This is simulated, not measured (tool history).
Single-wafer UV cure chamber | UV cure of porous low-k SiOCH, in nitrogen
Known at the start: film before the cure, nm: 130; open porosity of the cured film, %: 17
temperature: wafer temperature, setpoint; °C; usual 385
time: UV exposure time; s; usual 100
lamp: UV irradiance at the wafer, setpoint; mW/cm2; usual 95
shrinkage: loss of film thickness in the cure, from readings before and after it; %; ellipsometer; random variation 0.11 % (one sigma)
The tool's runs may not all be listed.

run     day  temperature  time  lamp  shrinkage
  1   0.000          385   115    95      6.545
  2   1.221          385   100    95      5.856
  3   3.321          385   100    95      6.247
  4   4.529          385   100    95      6.197
  5   6.096          385   100    95      5.971
  6   8.533          385   100    95      5.913
  7  10.767          385    65    95      4.530
  8  12.521          385    65    95      4.518
  9  15.512          385   100    95      5.772
 10  18.508          385   100    95      6.024
 11  21.442          385   100    95      5.803
     23.525  -- quartz window cleaned
 12  23.546          385   100    95      5.824
 13  25.246          385   100    95      5.789
 14  28.225          385   100    95      5.888
 15  29.479          370   150    95      6.881
 16  30.683          373   115   107      6.462
 17  31.783          385   100    95      5.635
 18  32.896          385   100    95      5.850
 19  35.312          385   100    95      5.771
 20  36.362          385   155    95      7.300
 21  38.396          397   125   125      7.718
     40.358  -- UV bulbs replaced
 22  40.379          371   100    70      5.760
 23  42.204          385   150    95      8.405
 24  44.375          378   120    84      7.126
 25  45.846          385   100    95      6.880
 26  47.779          385   100   130      7.871
     49.871  -- quartz window cleaned
 27  49.892          385    55   115      5.161
 28  51.021          404    75    95      5.842

The same runs without the tool's hidden state, with the same run-to-run variation:
The hidden state here: lamp output below its setpoint, %; transmission lost against a clean window, %.
run  shrinkage
  1      7.642
  2      6.915
  3      7.409
  4      7.367
  5      7.121
  6      7.081
  7      5.625
  8      5.627
  9      6.982
 10      7.311
 11      7.064
 12      7.104
 13      7.071
 14      7.209
 15      8.230
 16      7.802
 17      6.915
 18      7.184
 19      7.096
 20      8.711
 21      9.162
 22      5.784
 23      8.529
 24      7.353
 25      7.171
 26      8.256
 27      5.575
 28      6.318
